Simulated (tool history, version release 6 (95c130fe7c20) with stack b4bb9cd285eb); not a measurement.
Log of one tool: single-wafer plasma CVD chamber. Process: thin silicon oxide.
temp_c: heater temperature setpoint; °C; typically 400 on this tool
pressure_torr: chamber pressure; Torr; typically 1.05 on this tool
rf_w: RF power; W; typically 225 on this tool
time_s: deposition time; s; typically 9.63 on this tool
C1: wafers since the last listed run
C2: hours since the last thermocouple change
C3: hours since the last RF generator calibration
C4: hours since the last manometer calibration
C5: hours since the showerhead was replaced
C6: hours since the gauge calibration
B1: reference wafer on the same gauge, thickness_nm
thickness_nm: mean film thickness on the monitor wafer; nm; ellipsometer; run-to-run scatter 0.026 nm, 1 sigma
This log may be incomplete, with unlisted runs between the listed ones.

Run 1, hour 0: usual settings but temp_c 389 °C; C1 0; C2 2330.1; C3 1491.5; C4 2041.8; C5 4313.5; C6 258.1; B1 18.001. Result: thickness_nm 16.291 nm.
Run 2, hour 33.9: usual settings; C1 576; C2 2364; C3 1525.4; C4 2075.7; C5 4347.4; C6 292; B1 18.009. Result: thickness_nm 16.146 nm.
Run 3, hour 59.9: usual settings; C1 441; C2 2390; C3 1551.4; C4 2101.7; C5 4373.4; C6 318; B1 18. Result: thickness_nm 16.118 nm.
Run 4, hour 84.9: usual settings; C1 424; C2 2415; C3 1576.4; C4 2126.7; C5 4398.4; C6 343; B1 18.009. Result: thickness_nm 16.127 nm.
Run 5, hour 109.8: usual settings; C1 423; C2 2439.9; C3 1601.3; C4 2151.6; C5 4423.3; C6 367.9; B1 17.998. Result: thickness_nm 16.141 nm.
Run 6, hour 127.3: usual settings but pressure_torr 0.97 Torr; C1 297; C2 2457.4; C3 1618.8; C4 2169.1; C5 4440.8; C6 385.4; B1 18.006. Result: thickness_nm 15.391 nm.
At hour 142.9: thermocouple changed; heater temperature recalibrated.
At hour 148.7: gauge calibrated.
Run 7, hour 154.3: usual settings but pressure_torr 0.97 Torr; C1 322; C2 11.4; C3 1645.8; C4 2196.1; C5 4467.8; C6 5.6; B1 17.998. Result: thickness_nm 15.383 nm.
At hour 163.9: showerhead replaced.
Run 8, hour 185.5: usual settings; C1 394; C2 42.6; C3 1677; C4 2227.3; C5 21.6; C6 36.8; B1 18.002. Result: thickness_nm 16.072 nm.
At hour 200.3: RF generator calibrated.
Run 9, hour 219.9: usual settings; C1 448; C2 77; C3 19.6; C4 2261.7; C5 56; C6 71.2; B1 18.003. Result: thickness_nm 16.37 nm.
Run 10, hour 255.6: usual settings but temp_c 396 °C, pressure_torr 0.9 Torr, rf_w 185 W; C1 606; C2 112.7; C3 55.3; C4 2297.4; C5 91.7; C6 106.9; B1 17.995. Result: thickness_nm 14.126 nm.
Run 11, hour 275.8: usual settings but temp_c 393 °C, pressure_torr 0.79 Torr, rf_w 250 W, time_s 11.08 s; C1 343; C2 132.9; C3 75.5; C4 2317.6; C5 111.9; C6 127.1; B1 17.997. Result: thickness_nm 16.426 nm.
At hour 291.6: capacitance manometer re-zeroed and calibrated.
Run 12, hour 293.4: usual settings but temp_c 394 °C, rf_w 205 W; C1 163; C2 150.5; C3 93.1; C4 1.8; C5 129.5; C6 144.7; B1 17.998. Result: thickness_nm 16.486 nm.
Run 13, hour 312.5: usual settings but temp_c 387 °C, pressure_torr 0.83 Torr; C1 324; C2 169.6; C3 112.2; C4 20.9; C5 148.6; C6 163.8; B1 18.004. Result: thickness_nm 14.915 nm.
Run 14, hour 340.3: usual settings; C1 472; C2 197.4; C3 140; C4 48.7; C5 176.4; C6 191.6; B1 17.991. Result: thickness_nm 16.911 nm.
Run 15, hour 354.2: usual settings but temp_c 412 °C, pressure_torr 0.8 Torr, rf_w 180 W, time_s 9.01 s; C1 236; C2 211.3; C3 153.9; C4 62.6; C5 190.3; C6 205.5; B1 18.006. Result: thickness_nm 12.574 nm.
Run 16, hour 379.4: usual settings but pressure_torr 1.19 Torr; C1 428; C2 236.5; C3 179.1; C4 87.8; C5 215.5; C6 230.7; B1 17.999. Result: thickness_nm 17.933 nm.
Run 17, hour 403.4: usual settings but temp_c 415 °C, pressure_torr 1.29 Torr, time_s 7.76 s; C1 407; C2 260.5; C3 203.1; C4 111.8; C5 239.5; C6 254.7; B1 18.003. Result: thickness_nm 14.848 nm.

What the log doesn't show, run by run:
wafer temperature above the value expected at the setpoint (K): 0 across all the runs
gauge reads high (%): 0 across all the runs
H1: delivered RF power above the setpoint (%)
H2: true pressure above the setpoint (%)
run     H1      H2
  1  -7.95   -6.44
  2  -7.98   -6.57
  3     -8   -6.67
  4  -8.03   -6.77
  5  -8.05   -6.87
  6  -8.06   -6.94
  7  -8.08   -7.05
  8   -8.1   -7.17
  9  -2.18    -7.3
 10   -2.7   -7.44
 11  -2.98   -7.52
 12  -3.21  -0.447
 13  -3.46  -0.522
 14   -3.8  -0.631
 15  -3.96  -0.686
 16  -4.25  -0.785
 17  -4.51   -0.88

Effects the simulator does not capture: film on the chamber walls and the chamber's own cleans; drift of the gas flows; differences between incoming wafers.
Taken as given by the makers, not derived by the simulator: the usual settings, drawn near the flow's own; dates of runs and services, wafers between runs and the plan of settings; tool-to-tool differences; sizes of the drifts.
